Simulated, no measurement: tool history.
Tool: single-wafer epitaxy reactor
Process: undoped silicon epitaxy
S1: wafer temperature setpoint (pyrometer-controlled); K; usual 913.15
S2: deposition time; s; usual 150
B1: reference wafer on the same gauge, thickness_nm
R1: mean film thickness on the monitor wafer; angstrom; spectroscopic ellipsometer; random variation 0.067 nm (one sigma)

run 1 hour=0 | S1=905.15 S2=150 | B1=23.08 | R1=191.21
run 2 hour=79.6 | S1=913.15 S2=150 | B1=23.096 | R1=223.63
run 3 hour=171.7 | S1=913.15 S2=150 | B1=23.086 | R1=223.64
run 4 hour=248.2 | S1=913.15 S2=150 | B1=23.062 | R1=224.94
run 5 hour=309.3 | S1=913.15 S2=150 | B1=23.095 | R1=222.97
run 6 hour=363.7 | S1=913.15 S2=150 | B1=23.067 | R1=223.62
run 7 hour=465.1 | S1=913.15 S2=150 | B1=23.11 | R1=223.34
run 8 hour=532.7 | S1=913.15 S2=150 | B1=23.111 | R1=223.44
run 9 hour=630.2 | S1=913.15 S2=168 | B1=23.084 | R1=251.03
run 10 hour=681.7 | S1=913.15 S2=168 | B1=23.097 | R1=251
run 11 hour=780.6 | S1=913.15 S2=150 | B1=23.132 | R1=223.57
run 12 hour=832.7 | S1=913.15 S2=150 | B1=23.09 | R1=224.66
run 13 hour=894.8 | S1=913.15 S2=150 | B1=23.085 | R1=224.03
run 14 hour=948.4 | S1=913.15 S2=150 | B1=23.096 | R1=224.12
-- hour=987.1 pyrometer calibrated
run 15 hour=1047.8 | S1=913.15 S2=150 | B1=23.121 | R1=223.99
run 16 hour=1122.3 | S1=913.15 S2=150 | B1=23.103 | R1=223.87
run 17 hour=1207 | S1=919.15 S2=132 | B1=23.116 | R1=220.61
run 18 hour=1251.7 | S1=922.15 S2=122 | B1=23.089 | R1=216.03
run 19 hour=1316.7 | S1=920.15 S2=131 | B1=23.118 | R1=224.7
run 20 hour=1386.3 | S1=906.15 S2=138 | B1=23.094 | R1=178.2
-- hour=1440.3 gauge calibrated
run 21 hour=1444.2 | S1=907.15 S2=124 | B1=23.111 | R1=164.41
run 22 hour=1520.6 | S1=920.15 S2=150 | B1=23.084 | R1=256.7
run 23 hour=1617.3 | S1=913.15 S2=163 | B1=23.109 | R1=242.16
run 24 hour=1695 | S1=920.15 S2=123 | B1=23.102 | R1=209.28
run 25 hour=1746.7 | S1=913.15 S2=150 | B1=23.09 | R1=223.64
run 26 hour=1824 | S1=913.15 S2=150 | B1=23.097 | R1=222.84
run 27 hour=1979.7 | S1=920.15 S2=160 | B1=23.077 | R1=273.23
run 28 hour=2068.4 | S1=923.15 S2=175 | B1=23.091 | R1=316.81
run 29 hour=2116.7 | S1=921.15 S2=124 | B1=23.085 | R1=215.71

Forecast each of these 5 alternatives for the next run:
run A hour=2117.1 | S1=913.15 S2=150 | B1=? | R1=?
run B hour=2117.1 | S1=907.15 S2=130 | B1=? | R1=?
run C hour=2117.1 | S1=927.15 S2=131 | B1=? | R1=?
run D hour=2117.1 | S1=901.15 S2=150 | B1=? | R1=?
run E hour=2117.1 | S1=918.15 S2=176 | B1=? | R1=?

run=A B1=23.117 R1=223.68
run=B B1=23.117 R1=172.24
run=C B1=23.117 R1=256.08
run=D B1=23.117 R1=176.33
run=E B1=23.117 R1=289.34
Without the tool's hidden state the same runs would have given:
run=A R1=223.68
run=B R1=172.24
run=C R1=256.08
run=D R1=176.33
run=E R1=289.34
